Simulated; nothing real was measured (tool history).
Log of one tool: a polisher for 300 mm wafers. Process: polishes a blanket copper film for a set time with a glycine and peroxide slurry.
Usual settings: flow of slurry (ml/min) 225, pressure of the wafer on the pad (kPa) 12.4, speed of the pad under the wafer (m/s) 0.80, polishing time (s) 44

run    hour  flow of slurry (ml/min)  pressure of the wafer on the pad (kPa)  speed of the pad under the wafer (m/s)  polishing time (s)  incoming thickness of the incoming film, nm  film removed (Å)
  1     0.0                      225                                    12.4                                    0.80                  44                                        899.0              1350
  2    96.2                      225                                    12.4                                    0.80                  44                                        918.6              1379
  3   133.2                      225                                    12.4                                    0.80                  50                                        903.6              1570
  4   223.2                      225                                    12.4                                    0.80                  50                                        906.7              1549
  5   299.2                      225                                    12.4                                    0.80                  44                                        897.6              1353
  6   535.4                      225                                    12.4                                    0.80                  44                                        904.4              1280
  7   641.7                      225                                    12.4                                    0.80                  44                                        906.7              1402
  8   740.4                      225                                    12.4                                    0.80                  44                                        913.0              1380
  9   829.7                      225                                    12.4                                    0.80                  44                                        906.5              1344
 10   865.8                      225                                    13.8                                    0.72                  54                                        907.4              1686
 11   955.7                      225                                    12.4                                    0.96                  44                                        899.0              1498
 12  1018.0                      225                                    12.4                                    0.80                  44                                        916.9              1350
 13  1101.9                      145                                     9.0                                    0.96                  39                                        919.5              1046
 14  1158.1                      225                                    12.4                                    0.72                  54                                        912.7              1579
 15  1249.9                      305                                    12.4                                    0.80                  44                                        914.5              1403
 16  1296.0                      265                                    12.4                                    1.04                  44                                        904.9              1577

Not shown: 12 entries that the log had between the listed runs. Between which runs, and how does the tool's hidden state differ before and after?
Between runs 1 and 2: head pressure recalibrated (hour 67.0); slurry nozzle cleaned (hour 88.5)
  deviation of the head's pressure from its setpoint, %: -6.64 -> -1.99
  measured less the result without the state, film removed (Å): -53 -> -16
Between runs 3 and 4: worn pad replaced by a new one (hour 165.4)
  deviation of the head's pressure from its setpoint, %: -3.28 -> -5.26
  measured less the result without the state, film removed (Å): -30 -> -48
Between runs 5 and 6: worn pad replaced by a new one (hour 449.3); head pressure recalibrated (hour 453.1)
  deviation of the head's pressure from its setpoint, %: -6.14 -> -13.9
  measured less the result without the state, film removed (Å): -49 -> -111
Between runs 6 and 7: slurry nozzle cleaned (hour 562.2); head pressure recalibrated, repeated, since the last time left the tool worse (hour 626.6)
  deviation of the head's pressure from its setpoint, %: -13.9 -> -0.514
  measured less the result without the state, film removed (Å): -111 -> -4
Between runs 7 and 8: worn pad replaced by a new one (hour 738.9)
  deviation of the head's pressure from its setpoint, %: -0.514 -> -3.61
  measured less the result without the state, film removed (Å): -4 -> -29
Between runs 11 and 12: worn pad replaced by a new one (hour 971.6); slurry nozzle cleaned (hour 1008.2)
  deviation of the head's pressure from its setpoint, %: -5.85 -> -6.06
  measured less the result without the state, film removed (Å): -54 -> -48
Between runs 12 and 13: head pressure recalibrated (hour 1021.9)
  deviation of the head's pressure from its setpoint, %: -6.06 -> -3.73
  measured less the result without the state, film removed (Å): -48 -> -22
Between runs 14 and 15: worn pad replaced by a new one (hour 1218.8)
  deviation of the head's pressure from its setpoint, %: -4.98 -> -6.15
  measured less the result without the state, film removed (Å): -45 -> -51
